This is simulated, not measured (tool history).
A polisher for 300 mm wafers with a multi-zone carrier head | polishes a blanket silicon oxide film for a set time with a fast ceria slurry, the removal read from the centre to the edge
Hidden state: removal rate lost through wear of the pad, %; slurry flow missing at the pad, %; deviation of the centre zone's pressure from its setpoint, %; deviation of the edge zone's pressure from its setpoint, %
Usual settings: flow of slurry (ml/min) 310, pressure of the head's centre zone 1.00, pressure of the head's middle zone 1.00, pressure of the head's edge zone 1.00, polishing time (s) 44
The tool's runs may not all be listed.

| run | hour | flow of slurry (ml/min) | pressure of the head's centre zone | pressure of the head's middle zone | pressure of the head's edge zone | polishing time (s) | wafers since the last listed run | wafers polished on this pad | hours since the slurry nozzle was cleaned | hours since the centre zone pressure was calibrated | hours since the edge zone pressure was calibrated | hours since the carrier head's membrane was replaced | incoming thickness of the incoming film, nm | film removed at the wafer's centre (Å) | film removed at mid-radius (Å) | film removed at the wafer's edge (Å) |
|---|---|---|---|---|---|---|---|---|---|---|---|---|---|---|---|---|
| 1 | 0.0 | 310 | 1.00 | 1.00 | 1.00 | 44 | 0 | 929 | 104.9 | 198.9 | 49.1 | 935.8 | 1824.6 | 4386 | 4402 | 4310 |
| 2 | 14.6 | 310 | 1.00 | 1.00 | 1.00 | 44 | 79 | 1008 | 119.5 | 213.5 | 63.7 | 950.4 | 1833.3 | 4407 | 4381 | 4183 |
| 3 | 50.6 | 310 | 1.00 | 0.91 | 1.00 | 44 | 195 | 1203 | 155.5 | 249.5 | 99.7 | 986.4 | 1804.4 | 4154 | 3953 | 4150 |
| 4 | 83.6 | 235 | 1.00 | 1.00 | 1.00 | 44 | 178 | 1382 | 188.5 | 282.5 | 132.7 | 1019.4 | 1830.1 | 3896 | 3938 | 3956 |
|  | 87.9 | worn pad replaced by a new one |
|  | 101.2 | carrier head's membrane replaced by a new one |
| 5 | 101.7 | 310 | 1.00 | 1.06 | 1.00 | 44 | 49 | 47 | 206.6 | 300.6 | 150.8 | 0.5 | 1848.7 | 4345 | 4626 | 4324 |
| 6 | 127.2 | 310 | 1.00 | 1.00 | 1.00 | 57 | 138 | 186 | 232.1 | 326.1 | 176.3 | 26.0 | 1834.1 | 5539 | 5746 | 5561 |
| 7 | 161.0 | 230 | 1.00 | 1.00 | 1.00 | 44 | 183 | 369 | 265.9 | 359.9 | 210.1 | 59.8 | 1821.8 | 3932 | 4029 | 4042 |
| 8 | 178.2 | 310 | 1.00 | 1.00 | 1.00 | 44 | 93 | 462 | 283.1 | 377.1 | 227.3 | 77.0 | 1849.0 | 4138 | 4229 | 4145 |
|  | 190.2 | slurry nozzle cleaned |
| 9 | 205.1 | 310 | 1.00 | 1.00 | 1.00 | 44 | 140 | 603 | 14.9 | 404.0 | 254.2 | 103.9 | 1844.0 | 4412 | 4495 | 4343 |
| 10 | 240.4 | 310 | 1.00 | 1.00 | 0.91 | 30 | 191 | 794 | 50.2 | 439.3 | 289.5 | 139.2 | 1835.9 | 2982 | 3057 | 2828 |
| 11 | 272.7 | 310 | 1.00 | 1.00 | 1.00 | 50 | 175 | 970 | 82.5 | 471.6 | 321.8 | 171.5 | 1798.3 | 4894 | 4977 | 4817 |
| 12 | 285.7 | 310 | 1.03 | 0.96 | 1.00 | 44 | 70 | 1040 | 95.5 | 484.6 | 334.8 | 184.5 | 1816.7 | 4439 | 4157 | 4155 |
| 13 | 316.6 | 380 | 1.11 | 1.00 | 0.90 | 44 | 167 | 1208 | 126.4 | 515.5 | 365.7 | 215.4 | 1834.3 | 4712 | 4323 | 4007 |
| 14 | 349.0 | 310 | 1.00 | 1.00 | 1.11 | 44 | 175 | 1383 | 158.8 | 547.9 | 398.1 | 247.8 | 1817.9 | 4086 | 4160 | 4276 |
| 15 | 362.4 | 250 | 0.97 | 1.00 | 1.00 | 44 | 72 | 1456 | 172.2 | 561.3 | 411.5 | 261.2 | 1825.3 | 3737 | 3957 | 3915 |
|  | 374.3 | worn pad replaced by a new one |
| 16 | 390.7 | 310 | 0.96 | 1.08 | 0.93 | 44 | 131 | 89 | 200.5 | 589.6 | 439.8 | 289.5 | 1834.4 | 4191 | 4754 | 4095 |
| 17 | 410.2 | 310 | 1.00 | 1.00 | 1.00 | 44 | 105 | 194 | 220.0 | 609.1 | 459.3 | 309.0 | 1818.9 | 4325 | 4395 | 4283 |
| 18 | 439.5 | 310 | 1.00 | 1.00 | 1.00 | 44 | 158 | 353 | 249.3 | 638.4 | 488.6 | 338.3 | 1810.9 | 4159 | 4346 | 4220 |
|  | 477.5 | slurry nozzle cleaned |
| 19 | 544.2 | 310 | 1.00 | 1.00 | 0.91 | 44 | 562 | 916 | 66.7 | 743.1 | 593.3 | 443.0 | 1843.4 | 4255 | 4411 | 4060 |
| 20 | 556.9 | 410 | 0.92 | 1.07 | 1.00 | 44 | 68 | 985 | 79.4 | 755.8 | 606.0 | 455.7 | 1866.3 | 4011 | 4783 | 4255 |
| 21 | 584.1 | 405 | 1.00 | 1.00 | 0.90 | 50 | 147 | 1132 | 106.6 | 783.0 | 633.2 | 482.9 | 1798.8 | 5110 | 5034 | 4586 |
| 22 | 608.6 | 310 | 1.00 | 0.91 | 1.00 | 37 | 132 | 1265 | 131.1 | 807.5 | 657.7 | 507.4 | 1845.0 | 3403 | 3286 | 3482 |
| 23 | 623.7 | 310 | 1.00 | 1.00 | 1.00 | 55 | 81 | 1347 | 146.2 | 822.6 | 672.8 | 522.5 | 1804.3 | 5116 | 5187 | 5103 |

Forecast each of these 3 alternatives for the next run:
| A | 624.1 | 310 | 1.00 | 1.05 | 1.00 | 44 | 2 | 1349 | 146.6 | 823.0 | 673.2 | 522.9 | 1839.1 | ? | ? | ? |
| B | 624.1 | 360 | 0.96 | 0.96 | 1.00 | 44 | 2 | 1349 | 146.6 | 823.0 | 673.2 | 522.9 | 1839.1 | ? | ? | ? |
| C | 624.1 | 310 | 1.00 | 1.00 | 1.00 | 54 | 2 | 1349 | 146.6 | 823.0 | 673.2 | 522.9 | 1839.1 | ? | ? | ? |

| run | film removed at the wafer's centre (Å) | film removed at mid-radius (Å) | film removed at the wafer's edge (Å) |
|---|---|---|---|
| A | 4231 | 4320 | 4026 |
| B | 4132 | 4072 | 4081 |
| C | 5191 | 5087 | 4944 |
Without the tool's hidden state the same runs would have given:
| run | film removed at the wafer's centre (Å) | film removed at mid-radius (Å) | film removed at the wafer's edge (Å) |
|---|---|---|---|
| A | 4652 | 4742 | 4404 |
| B | 4532 | 4460 | 4457 |
| C | 5707 | 5584 | 5408 |

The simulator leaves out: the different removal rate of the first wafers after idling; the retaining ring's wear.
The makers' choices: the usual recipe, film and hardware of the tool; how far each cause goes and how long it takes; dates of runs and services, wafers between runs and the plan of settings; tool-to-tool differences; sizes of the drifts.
